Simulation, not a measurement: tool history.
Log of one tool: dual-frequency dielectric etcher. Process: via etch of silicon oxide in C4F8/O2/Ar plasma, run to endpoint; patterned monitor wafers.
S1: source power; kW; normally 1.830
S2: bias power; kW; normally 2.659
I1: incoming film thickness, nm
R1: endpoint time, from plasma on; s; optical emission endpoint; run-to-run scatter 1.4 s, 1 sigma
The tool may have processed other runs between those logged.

run 1 hour=0.0 | S1=2.190 S2=2.659 | I1=977.4 | R1=170.9
run 2 hour=13.6 | S1=1.830 S2=2.659 | I1=983.8 | R1=183.5
run 3 hour=42.8 | S1=1.830 S2=2.659 | I1=991.8 | R1=185.7
run 4 hour=78.7 | S1=1.830 S2=2.659 | I1=999.4 | R1=184.9
run 5 hour=91.1 | S1=1.830 S2=2.659 | I1=992.2 | R1=184.5
run 6 hour=120.3 | S1=1.830 S2=2.214 | I1=995.5 | R1=193.3
run 7 hour=162.2 | S1=1.830 S2=2.214 | I1=995.4 | R1=212.8
run 8 hour=262.4 | S1=1.440 S2=2.098 | I1=998.3 | R1=223.5
run 9 hour=274.7 | S1=1.490 S2=2.345 | I1=990.5 | R1=214.5
run 10 hour=312.1 | S1=2.210 S2=2.346 | I1=997.4 | R1=185.2
run 11 hour=335.7 | S1=1.830 S2=3.032 | I1=981.2 | R1=182.9
run 12 hour=352.8 | S1=1.830 S2=2.659 | I1=990.4 | R1=189.0
run 13 hour=369.2 | S1=1.530 S2=2.839 | I1=981.2 | R1=198.9
run 14 hour=394.0 | S1=2.090 S2=2.659 | I1=991.8 | R1=179.8

The log once held 5 entries between its listed runs, left out of this copy. Where does each go, and what is different about the tool's unlogged condition between the listed run before it and the listed run after it?
Between runs 6 and 7: wet clean of the chamber (hour 161.7)
  etch rate over this chamber's usual, %: 3.51 -> -6.9
  measured less the result without the state, R1: -6.8 -> +14.7 s
Between runs 7 and 8: bias power generator calibrated (hour 231.2); wet clean of the chamber, repeated, since the last time left the tool worse (hour 249.8); source power generator calibrated (hour 253.4); upper electrode replaced (hour 253.9)
  etch rate over this chamber's usual, %: -6.9 -> -0.479
  measured less the result without the state, R1: +14.7 -> +1.1 s
